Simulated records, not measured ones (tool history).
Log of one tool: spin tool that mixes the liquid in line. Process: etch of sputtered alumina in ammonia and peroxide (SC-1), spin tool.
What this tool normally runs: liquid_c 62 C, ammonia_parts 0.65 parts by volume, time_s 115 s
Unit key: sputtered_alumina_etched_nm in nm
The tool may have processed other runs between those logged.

| run | hour | liquid_c | ammonia_parts | time_s | read-back film thickness of the sputtered alumina reference wafer, read on the same gauge (nm) | sputtered_alumina_etched_nm |
|---|---|---|---|---|---|---|
| 1 | 0 | 62 | 0.65 | 140 | 150.03 | 14.1 |
| 2 | 16.3 | 62 | 0.65 | 115 | 150 | 11.54 |
| 3 | 45.3 | 62 | 0.65 | 115 | 150.04 | 11.54 |
| 4 | 72.2 | 62 | 0.65 | 115 | 150 | 11.41 |
| 5 | 147.6 | 62 | 0.85 | 115 | 150 | 13.44 |
| 6 | 167.6 | 65.5 | 0.5 | 115 | 150 | 15.17 |
| 7 | 190 | 62 | 0.65 | 115 | 149.98 | 13.02 |
| 8 | 208.3 | 62 | 0.65 | 115 | 150 | 13.01 |
| 9 | 226.3 | 62 | 0.65 | 115 | 150 | 13.08 |
| 10 | 245.4 | 53.5 | 0.75 | 75 | 149.98 | 5.46 |
| 11 | 277.4 | 62 | 0.65 | 115 | 150 | 13.09 |
| 12 | 301.5 | 69 | 0.65 | 115 | 150 | 18.11 |
| 13 | 334 | 70 | 0.65 | 150 | 149.97 | 24.91 |
| 14 | 348.9 | 69 | 0.5 | 160 | 150.01 | 24.76 |
| 15 | 372.6 | 62 | 0.65 | 115 | 149.99 | 12.83 |
| 16 | 389.1 | 53.5 | 0.75 | 75 | 149.97 | 5.41 |
| 17 | 407.9 | 64.5 | 0.4 | 75 | 150.01 | 8.93 |
| 18 | 433 | 55 | 0.65 | 115 | 150 | 8.9 |

Between the runs listed above, the log contained 5 entries, not reproduced here. Where in the sequence does each belong, and how does what the log doesn't record of the tool's condition differ from the listed run before to the listed run after?
Run 4 -> run 5: new drum of ammonia solution connected (hour 132.5); thermometer replaced (hour 136.5)
  liquid colder than its thermometer reads (K): 2.65 -> 0.129
  measured less the result without the state, sputtered_alumina_etched_nm: -1.65 -> -0.09 nm
Run 5 -> run 6: gauge calibrated (hour 151.1)
  liquid colder than its thermometer reads (K): 0.129 -> 0.158
  measured less the result without the state, sputtered_alumina_etched_nm: -0.09 -> -0.12 nm
Run 6 -> run 7: heated supply line repaired (hour 182.4)
  liquid colder than its thermometer reads (K): 0.158 -> 0.191
  measured less the result without the state, sputtered_alumina_etched_nm: -0.12 -> -0.13 nm
Run 12 -> run 13: ammonia flow meter replaced (hour 321.7)
  liquid colder than its thermometer reads (K): 0.353 -> 0.401
  measured less the result without the state, sputtered_alumina_etched_nm: -0.31 -> -0.48 nm

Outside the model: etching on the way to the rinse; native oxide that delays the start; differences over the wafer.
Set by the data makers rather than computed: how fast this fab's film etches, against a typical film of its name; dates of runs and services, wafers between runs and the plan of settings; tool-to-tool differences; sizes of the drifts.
